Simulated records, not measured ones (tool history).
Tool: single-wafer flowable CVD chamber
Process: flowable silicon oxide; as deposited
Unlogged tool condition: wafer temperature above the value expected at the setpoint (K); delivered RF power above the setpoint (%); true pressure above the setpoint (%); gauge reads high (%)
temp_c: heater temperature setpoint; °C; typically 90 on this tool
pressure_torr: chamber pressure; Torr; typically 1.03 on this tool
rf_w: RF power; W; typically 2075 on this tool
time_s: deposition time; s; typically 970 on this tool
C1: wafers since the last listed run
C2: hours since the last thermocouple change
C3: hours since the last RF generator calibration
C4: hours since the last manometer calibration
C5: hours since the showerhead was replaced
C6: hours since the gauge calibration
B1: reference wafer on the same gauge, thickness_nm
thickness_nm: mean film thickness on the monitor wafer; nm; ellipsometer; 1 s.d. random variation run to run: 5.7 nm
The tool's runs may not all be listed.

run 1 hour=0.0 | temp_c=90 pressure_torr=1.09 rf_w=2075 time_s=970 | C1=0 C2=1401.3 C3=1472.7 C4=2924.2 C5=6891.4 C6=552.3 | B1=937.999 | thickness_nm=1008.359
run 2 hour=60.6 | temp_c=90 pressure_torr=1.03 rf_w=2075 time_s=970 | C1=75 C2=1461.9 C3=1533.3 C4=2984.8 C5=6952.0 C6=612.9 | B1=938.344 | thickness_nm=962.021
run 3 hour=107.9 | temp_c=90 pressure_torr=1.03 rf_w=2075 time_s=970 | C1=58 C2=1509.2 C3=1580.6 C4=3032.1 C5=6999.3 C6=660.2 | B1=938.154 | thickness_nm=958.531
run 4 hour=153.9 | temp_c=90 pressure_torr=1.03 rf_w=2075 time_s=970 | C1=57 C2=1555.2 C3=1626.6 C4=3078.1 C5=7045.3 C6=706.2 | B1=938.413 | thickness_nm=957.234
run 5 hour=267.2 | temp_c=90 pressure_torr=1.03 rf_w=2075 time_s=970 | C1=141 C2=1668.5 C3=1739.9 C4=3191.4 C5=7158.6 C6=819.5 | B1=941.010 | thickness_nm=967.871
run 6 hour=297.3 | temp_c=90 pressure_torr=1.03 rf_w=2075 time_s=970 | C1=37 C2=1698.6 C3=1770.0 C4=3221.5 C5=7188.7 C6=849.6 | B1=940.451 | thickness_nm=964.169
run 7 hour=324.5 | temp_c=90 pressure_torr=1.03 rf_w=2075 time_s=970 | C1=33 C2=1725.8 C3=1797.2 C4=3248.7 C5=7215.9 C6=876.8 | B1=940.465 | thickness_nm=956.265
-- hour=334.3 RF generator calibrated
run 8 hour=374.3 | temp_c=90 pressure_torr=1.03 rf_w=2075 time_s=970 | C1=52 C2=1775.6 C3=40.0 C4=3298.5 C5=7265.7 C6=926.6 | B1=940.945 | thickness_nm=965.172
-- hour=387.6 capacitance manometer re-zeroed and calibrated
-- hour=464.4 thermocouple changed; heater temperature recalibrated
run 9 hour=530.7 | temp_c=90 pressure_torr=1.03 rf_w=2325 time_s=970 | C1=174 C2=66.3 C3=196.4 C4=143.1 C5=7422.1 C6=1083.0 | B1=941.089 | thickness_nm=1025.256
run 10 hour=585.5 | temp_c=78 pressure_torr=1.03 rf_w=2075 time_s=1048 | C1=68 C2=121.1 C3=251.2 C4=197.9 C5=7476.9 C6=1137.8 | B1=940.746 | thickness_nm=1592.842
run 11 hour=613.9 | temp_c=90 pressure_torr=1.03 rf_w=2075 time_s=970 | C1=35 C2=149.5 C3=279.6 C4=226.3 C5=7505.3 C6=1166.2 | B1=938.751 | thickness_nm=1011.432
run 12 hour=644.8 | temp_c=90 pressure_torr=0.79 rf_w=2075 time_s=833 | C1=38 C2=180.4 C3=310.5 C4=257.2 C5=7536.2 C6=1197.1 | B1=940.220 | thickness_nm=663.246
run 13 hour=671.5 | temp_c=77 pressure_torr=1.11 rf_w=1805 time_s=794 | C1=33 C2=207.1 C3=337.2 C4=283.9 C5=7562.9 C6=1223.8 | B1=940.695 | thickness_nm=1308.030
-- hour=682.0 showerhead replaced
-- hour=693.9 gauge calibrated
run 14 hour=724.8 | temp_c=80 pressure_torr=1.24 rf_w=2430 time_s=970 | C1=56 C2=260.4 C3=390.5 C4=337.2 C5=42.8 C6=30.9 | B1=939.368 | thickness_nm=1705.131
run 15 hour=772.9 | temp_c=90 pressure_torr=1.03 rf_w=1660 time_s=970 | C1=59 C2=308.5 C3=438.6 C4=385.3 C5=90.9 C6=79.0 | B1=940.314 | thickness_nm=968.636
run 16 hour=825.9 | temp_c=80 pressure_torr=0.96 rf_w=1770 time_s=970 | C1=65 C2=361.5 C3=491.6 C4=438.3 C5=143.9 C6=132.0 | B1=938.373 | thickness_nm=1247.204
run 17 hour=864.5 | temp_c=90 pressure_torr=1.03 rf_w=2075 time_s=887 | C1=48 C2=400.1 C3=530.2 C4=476.9 C5=182.5 C6=170.6 | B1=939.746 | thickness_nm=910.071
run 18 hour=915.8 | temp_c=90 pressure_torr=1.03 rf_w=2200 time_s=970 | C1=63 C2=451.4 C3=581.5 C4=528.2 C5=233.8 C6=221.9 | B1=942.455 | thickness_nm=1023.352
run 19 hour=973.2 | temp_c=90 pressure_torr=1.03 rf_w=2075 time_s=970 | C1=71 C2=508.8 C3=638.9 C4=585.6 C5=291.2 C6=279.3 | B1=939.099 | thickness_nm=1003.528

What if the next run were any one of these 5? Each begins from the tool's condition after run 19:
run A hour=973.9 | temp_c=90 pressure_torr=1.03 rf_w=2075 time_s=970 | C1=0 C2=509.5 C3=639.6 C4=586.3 C5=291.9 C6=280.0 | B1=? | thickness_nm=?
run B hour=973.9 | temp_c=77 pressure_torr=1.10 rf_w=2455 time_s=779 | C1=0 C2=509.5 C3=639.6 C4=586.3 C5=291.9 C6=280.0 | B1=? | thickness_nm=?
run C hour=973.9 | temp_c=94 pressure_torr=1.12 rf_w=2075 time_s=970 | C1=0 C2=509.5 C3=639.6 C4=586.3 C5=291.9 C6=280.0 | B1=? | thickness_nm=?
run D hour=973.9 | temp_c=95 pressure_torr=1.03 rf_w=1905 time_s=970 | C1=0 C2=509.5 C3=639.6 C4=586.3 C5=291.9 C6=280.0 | B1=? | thickness_nm=?
run E hour=973.9 | temp_c=90 pressure_torr=1.03 rf_w=2075 time_s=1119 | C1=0 C2=509.5 C3=639.6 C4=586.3 C5=291.9 C6=280.0 | B1=? | thickness_nm=?

run=A B1=940.165 thickness_nm=1013.682
run=B B1=940.165 thickness_nm=1332.996
run=C B1=940.165 thickness_nm=951.234
run=D B1=940.165 thickness_nm=834.050
run=E B1=940.165 thickness_nm=1169.392
Had the tool no hidden state, the same runs would have come out as:
run=A thickness_nm=1023.027
run=B thickness_nm=1344.538
run=C thickness_nm=956.698
run=D thickness_nm=840.407
run=E thickness_nm=1180.172
